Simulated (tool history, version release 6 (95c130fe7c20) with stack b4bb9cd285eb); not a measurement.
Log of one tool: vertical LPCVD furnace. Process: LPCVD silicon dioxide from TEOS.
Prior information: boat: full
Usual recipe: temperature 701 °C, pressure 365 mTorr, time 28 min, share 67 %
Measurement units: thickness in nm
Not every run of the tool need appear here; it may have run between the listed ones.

run	hour	temperature	pressure	time	share	wafers since the last listed run	hours since the last temperature calibration	hours since the pressure gauge was zeroed	hours since the TEOS flow controller was replaced	hours since the gauge calibration	read-back reference wafer on the same gauge, thickness	thickness
1	0	701	365	28	67	0	2995.4	3557.9	4745.7	303.3	240.79	244.93
2	51.2	701	385	28	67	932	3046.6	3609.1	4796.9	354.5	241.1	255.09
3	118.6	701	385	28	67	1227	3114	3676.5	4864.3	421.9	240.97	254.36
4	161	701	410	28	67	772	3156.4	3718.9	4906.7	464.3	241.09	262.42
5	225	701	365	28	67	1165	3220.4	3782.9	4970.7	528.3	240.92	249.5
6	286.1	701	365	28	67	1112	3281.5	3844	5031.8	589.4	241.07	249.7
7	340	701	365	28	67	981	3335.4	3897.9	5085.7	643.3	241.13	248.56
8	374.1	701	365	28	67	621	3369.5	3932	5119.8	677.4	240.84	245.9
9	485.9	701	425	28	67	2036	3481.3	4043.8	5231.6	789.2	240.9	268.81
# hour 493.7: gauge calibrated
10	530	701	425	28	67	803	3525.4	4087.9	5275.7	36.3	240.73	268.97
# hour 634.8: pressure gauge zeroed
11	676.3	701	425	28	67	2227	3671.7	41.5	5422	182.6	241.26	268.78
12	707.8	701	365	28	67	573	3703.2	73	5453.5	214.1	240.88	251.89
13	753.8	701	365	28	67	837	3749.2	119	5499.5	260.1	241.09	253.19
14	780.4	701	365	22.5	67	484	3775.8	145.6	5526.1	286.7	241.09	202.11
15	828.2	691	415	24	75	870	3823.6	193.4	5573.9	334.5	241.06	192.09
16	889.4	712	365	28	67	1114	3884.8	254.6	5635.1	395.7	241.04	321.41
# hour 945.5: TEOS flow controller replaced
17	946	710	400	28	67	593	3941.4	311.2	0.5	452.3	241.1	322.59
18	983.5	701	365	28	67	683	3978.9	348.7	38	489.8	241.27	253.33
19	1038.7	707	365	34	79	1005	4034.1	403.9	93.2	545	241.22	381.47
20	1084	701	310	28	63	825	4079.4	449.2	138.5	590.3	240.99	227.16
# hour 1161.9: thermocouples replaced and temperature profile calibrated
21	1162.4	692	365	28	74	990	0.5	527.6	216.9	668.7	241.15	199.25
22	1190.5	701	365	28	67	511	28.6	555.7	245	696.8	241.37	233.49
23	1216	711	400	33.5	75	464	54.1	581.2	270.5	722.3	241.15	392.17
24	1258.8	691	365	28	64	779	96.9	624	313.3	765.1	241.01	182.5
25	1321.2	701	430	38	67	1136	159.3	686.4	375.7	827.5	241.13	346.74
# hour 1340.9: gauge calibrated
26	1389	691	395	28	67	1234	227.1	754.2	443.5	48.1	241.11	190.09
27	1441.5	701	365	28	67	956	279.6	806.7	496	100.6	241.18	233.36
28	1493.5	711	365	28	67	947	331.6	858.7	548	152.6	240.98	293.1
29	1520	692	365	28	57	482	358.1	885.2	574.5	179.1	240.78	174.61

Forecast each of these 4 alternatives for the next run:
A	1523.5	701	365	28	72	63	361.6	888.7	578	182.6	?	?
B	1523.5	701	285	28	67	63	361.6	888.7	578	182.6	?	?
C	1523.5	710	330	28	72	63	361.6	888.7	578	182.6	?	?
D	1523.5	701	315	28	67	63	361.6	888.7	578	182.6	?	?

run	read-back reference wafer on the same gauge, thickness	thickness
A	241.41	241.27
B	241.41	205.66
C	241.41	282.11
D	241.41	216.21
Without the tool's hidden state the same runs would have given:
run	thickness
A	239.27
B	203.96
C	279.83
D	214.43
